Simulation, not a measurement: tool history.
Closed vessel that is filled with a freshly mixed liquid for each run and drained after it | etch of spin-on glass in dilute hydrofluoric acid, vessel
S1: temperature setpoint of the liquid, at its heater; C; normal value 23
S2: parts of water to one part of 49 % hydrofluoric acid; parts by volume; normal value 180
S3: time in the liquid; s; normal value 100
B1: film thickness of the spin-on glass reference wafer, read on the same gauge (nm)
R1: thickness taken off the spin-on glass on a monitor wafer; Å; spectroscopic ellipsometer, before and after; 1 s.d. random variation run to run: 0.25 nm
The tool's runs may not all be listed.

run 1 hour=0 | S1=26 S2=180 S3=100 | B1=140 | R1=299.2
run 2 hour=44.3 | S1=23 S2=180 S3=100 | B1=139.98 | R1=270.8
run 3 hour=109.9 | S1=23 S2=180 S3=100 | B1=139.98 | R1=265.2
run 4 hour=202.4 | S1=21 S2=180 S3=100 | B1=139.95 | R1=245.8
run 5 hour=287.3 | S1=21 S2=180 S3=100 | B1=140.03 | R1=241.1
run 6 hour=386.2 | S1=21 S2=180 S3=100 | B1=139.97 | R1=248.3
run 7 hour=491.8 | S1=23 S2=135 S3=100 | B1=140.01 | R1=361.6
run 8 hour=532.8 | S1=23 S2=135 S3=100 | B1=139.99 | R1=363.7
-- hour=563.4 gauge calibrated
run 9 hour=630.3 | S1=23 S2=135 S3=100 | B1=139.96 | R1=364.6
run 10 hour=723.1 | S1=23 S2=180 S3=100 | B1=140.02 | R1=262
run 11 hour=815.1 | S1=23 S2=180 S3=100 | B1=140.02 | R1=258.9
run 12 hour=908.6 | S1=23 S2=180 S3=100 | B1=139.99 | R1=261.4
-- hour=923.2 thermometer replaced
run 13 hour=954.6 | S1=23 S2=235 S3=100 | B1=140.04 | R1=200.8
run 14 hour=1022.7 | S1=23 S2=235 S3=100 | B1=140.01 | R1=201.4
run 15 hour=1125.9 | S1=26.5 S2=180 S3=115 | B1=140.01 | R1=354.6
run 16 hour=1196.2 | S1=25.5 S2=180 S3=80 | B1=140.02 | R1=241.4
run 17 hour=1235.5 | S1=25.5 S2=210 S3=60 | B1=140.01 | R1=150
run 18 hour=1312.4 | S1=26 S2=180 S3=100 | B1=139.99 | R1=303.2
-- hour=1337.2 hydrofluoric acid flow meter replaced
run 19 hour=1391.2 | S1=18.5 S2=180 S3=100 | B1=140.01 | R1=225
run 20 hour=1479 | S1=23 S2=180 S3=100 | B1=139.96 | R1=273.8
run 21 hour=1551.8 | S1=23 S2=95 S3=100 | B1=140 | R1=567.7
run 22 hour=1617.9 | S1=21.5 S2=180 S3=125 | B1=139.99 | R1=318.2
run 23 hour=1694 | S1=20 S2=140 S3=140 | B1=140 | R1=444.4
run 24 hour=1766 | S1=18 S2=180 S3=100 | B1=140.02 | R1=222.7
run 25 hour=1817.3 | S1=23 S2=180 S3=100 | B1=139.99 | R1=270.3
run 26 hour=1870.4 | S1=26.5 S2=180 S3=100 | B1=139.98 | R1=299.9
run 27 hour=1975.3 | S1=23 S2=205 S3=100 | B1=140.02 | R1=225
run 28 hour=2019.6 | S1=23 S2=210 S3=120 | B1=140 | R1=259.7
run 29 hour=2114.6 | S1=19.5 S2=180 S3=100 | B1=140 | R1=228.6
run 30 hour=2163.8 | S1=23 S2=180 S3=100 | B1=139.95 | R1=261.2
run 31 hour=2213.3 | S1=27.5 S2=180 S3=45 | B1=139.96 | R1=139.6
run 32 hour=2426.1 | S1=23 S2=100 S3=100 | B1=139.98 | R1=510.3
-- hour=2487.6 thermometer replaced
run 33 hour=2503.9 | S1=23 S2=180 S3=100 | B1=140.01 | R1=276.7

4 ways to go on from here, each from the tool as it stands after run 33. What would each give?
run A hour=2504.6 | S1=23 S2=180 S3=100 | B1=? | R1=?
run B hour=2504.6 | S1=26 S2=210 S3=85 | B1=? | R1=?
run C hour=2504.6 | S1=23 S2=180 S3=140 | B1=? | R1=?
run D hour=2504.6 | S1=23 S2=180 S3=75 | B1=? | R1=?

run=A B1=139.99 R1=273.4
run=B B1=139.99 R1=215.4
run=C B1=139.99 R1=382.8
run=D B1=139.99 R1=205.1
Without the tool's hidden state the same runs would have given:
run=A R1=275.2
run=B R1=216.7
run=C R1=385.3
run=D R1=206.4
